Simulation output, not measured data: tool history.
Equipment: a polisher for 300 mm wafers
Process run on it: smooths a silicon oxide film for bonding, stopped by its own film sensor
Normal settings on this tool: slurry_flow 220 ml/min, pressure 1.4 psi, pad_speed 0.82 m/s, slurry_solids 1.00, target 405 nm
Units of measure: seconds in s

| run | hour | slurry_flow | pressure | pad_speed | slurry_solids | target | incoming thickness of the incoming film, nm | seconds |
|---|---|---|---|---|---|---|---|---|
| 1 | 0.0 | 220 | 1.4 | 0.82 | 1.00 | 405 | 437.9 | 75.7 |
| 2 | 12.9 | 220 | 1.4 | 0.82 | 1.00 | 405 | 446.9 | 95.5 |
| 3 | 29.0 | 220 | 1.4 | 0.82 | 1.00 | 405 | 437.1 | 74.7 |
|  | 38.1 | worn pad replaced by a new one |
| 4 | 38.6 | 220 | 1.4 | 0.82 | 1.00 | 405 | 442.6 | 82.9 |
| 5 | 43.9 | 200 | 1.4 | 0.82 | 1.00 | 405 | 440.0 | 76.7 |
| 6 | 57.1 | 200 | 1.4 | 0.82 | 1.00 | 405 | 437.2 | 73.9 |
| 7 | 73.2 | 200 | 1.4 | 0.82 | 1.00 | 405 | 434.0 | 66.5 |
|  | 91.8 | head pressure recalibrated |
| 8 | 92.3 | 220 | 1.5 | 0.82 | 1.00 | 405 | 444.1 | 82.2 |
| 9 | 104.6 | 220 | 1.4 | 0.82 | 1.00 | 398 | 436.6 | 90.1 |
|  | 113.3 | worn pad replaced by a new one |
| 10 | 122.3 | 220 | 1.4 | 0.82 | 1.00 | 398 | 440.8 | 109.8 |
| 11 | 137.8 | 290 | 1.4 | 1.06 | 1.25 | 405 | 439.1 | 65.1 |
| 12 | 145.7 | 175 | 1.1 | 0.82 | 1.00 | 405 | 444.9 | 134.6 |
| 13 | 158.7 | 220 | 1.4 | 0.94 | 1.30 | 393 | 440.0 | 97.4 |
|  | 166.0 | slurry nozzle cleaned |
| 14 | 169.8 | 220 | 1.7 | 1.02 | 1.00 | 405 | 439.5 | 65.3 |
|  | 174.1 | worn pad replaced by a new one, repeated, since the last time left the tool worse |
| 15 | 182.9 | 220 | 1.4 | 0.82 | 1.00 | 405 | 432.7 | 61.3 |
| 16 | 199.3 | 245 | 1.1 | 0.82 | 1.15 | 415 | 435.6 | 53.6 |
|  | 210.1 | slurry blender recalibrated |
| 17 | 215.8 | 275 | 1.4 | 0.60 | 0.80 | 405 | 435.4 | 88.5 |
| 18 | 228.3 | 220 | 1.7 | 1.02 | 1.00 | 405 | 438.5 | 55.4 |
| 19 | 244.2 | 220 | 1.4 | 0.82 | 1.00 | 405 | 439.5 | 81.6 |
| 20 | 255.6 | 220 | 1.4 | 0.82 | 1.00 | 405 | 440.2 | 84.1 |
|  | 267.3 | worn pad replaced by a new one |
| 21 | 267.8 | 220 | 1.4 | 0.82 | 1.00 | 397 | 436.9 | 85.5 |

Predict each of these 5 candidate next runs independently; none follows another, all start after run 21:
| A | 268.3 | 220 | 1.4 | 0.82 | 1.00 | 405 | 447.4 | ? |
| B | 268.3 | 220 | 1.0 | 0.82 | 0.80 | 417 | 447.4 | ? |
| C | 268.3 | 220 | 1.4 | 0.64 | 1.00 | 405 | 447.4 | ? |
| D | 268.3 | 220 | 1.8 | 0.82 | 1.00 | 412 | 447.4 | ? |
| E | 268.3 | 220 | 1.1 | 0.82 | 0.90 | 405 | 447.4 | ? |

| run | seconds |
|---|---|
| A | 93.7 |
| B | 109.4 |
| C | 105.6 |
| D | 60.9 |
| E | 127.5 |
Without the tool's unlogged condition, the same runs would have read:
| run | seconds |
|---|---|
| A | 93.3 |
| B | 108.9 |
| C | 105.1 |
| D | 60.6 |
| E | 127.0 |
